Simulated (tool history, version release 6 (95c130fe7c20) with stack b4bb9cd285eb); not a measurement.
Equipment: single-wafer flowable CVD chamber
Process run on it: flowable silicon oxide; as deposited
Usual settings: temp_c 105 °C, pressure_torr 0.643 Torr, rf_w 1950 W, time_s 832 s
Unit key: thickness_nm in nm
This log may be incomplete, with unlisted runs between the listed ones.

run	hour	temp_c	pressure_torr	rf_w	time_s	wafers since the last listed run	hours since the last thermocouple change	hours since the last RF generator calibration	hours since the last manometer calibration	hours since the showerhead was replaced	hours since the gauge calibration	read-back reference wafer on the same gauge, thickness_nm	thickness_nm
1	0	105	0.643	1950	832	0	915.5	388.8	1128.3	2617.4	1008.3	296.881	331.737
2	72	105	0.643	1950	832	216	987.5	460.8	1200.3	2689.4	1080.3	297.191	332.57
3	145.1	105	0.643	1950	832	219	1060.6	533.9	1273.4	2762.5	1153.4	297.084	332.044
4	187.1	105	0.643	1950	832	126	1102.6	575.9	1315.4	2804.5	1195.4	297.035	331.592
5	253.2	105	0.643	2080	832	198	1168.7	642	1381.5	2870.6	1261.5	296.838	340.433
6	291	105	0.643	2080	832	113	1206.5	679.8	1419.3	2908.4	1299.3	297.041	340.289
7	361.1	105	0.643	2080	832	210	1276.6	749.9	1489.4	2978.5	1369.4	297.622	340.329
8	417.5	112	0.643	1950	832	169	1333	806.3	1545.8	3034.9	1425.8	296.615	256.858
9	649.6	112	0.643	1950	832	697	1565.1	1038.4	1777.9	3267	1657.9	296.687	255.055
# hour 739.3: gauge calibrated
10	752.7	112	0.643	1950	832	309	1668.2	1141.5	1881	3370.1	13.4	296.559	257.812
11	802.7	110	0.643	1950	832	150	1718.2	1191.5	1931	3420.1	63.4	297.025	278.548
12	847	119	0.552	1950	980	133	1762.5	1235.8	1975.3	3464.4	107.7	296.749	208.162

Forecast run 13:
# hour 896.5: showerhead replaced
13	906.3	105	0.643	1950	832	154	1821.8	1295.1	2034.6	9.8	167	?	?

{"run 13": {"read-back reference wafer on the same gauge, thickness_nm": 296.757, "thickness_nm": 335.739}}
With no hidden state in the tool, this same run would have given thickness_nm 322.316 nm.

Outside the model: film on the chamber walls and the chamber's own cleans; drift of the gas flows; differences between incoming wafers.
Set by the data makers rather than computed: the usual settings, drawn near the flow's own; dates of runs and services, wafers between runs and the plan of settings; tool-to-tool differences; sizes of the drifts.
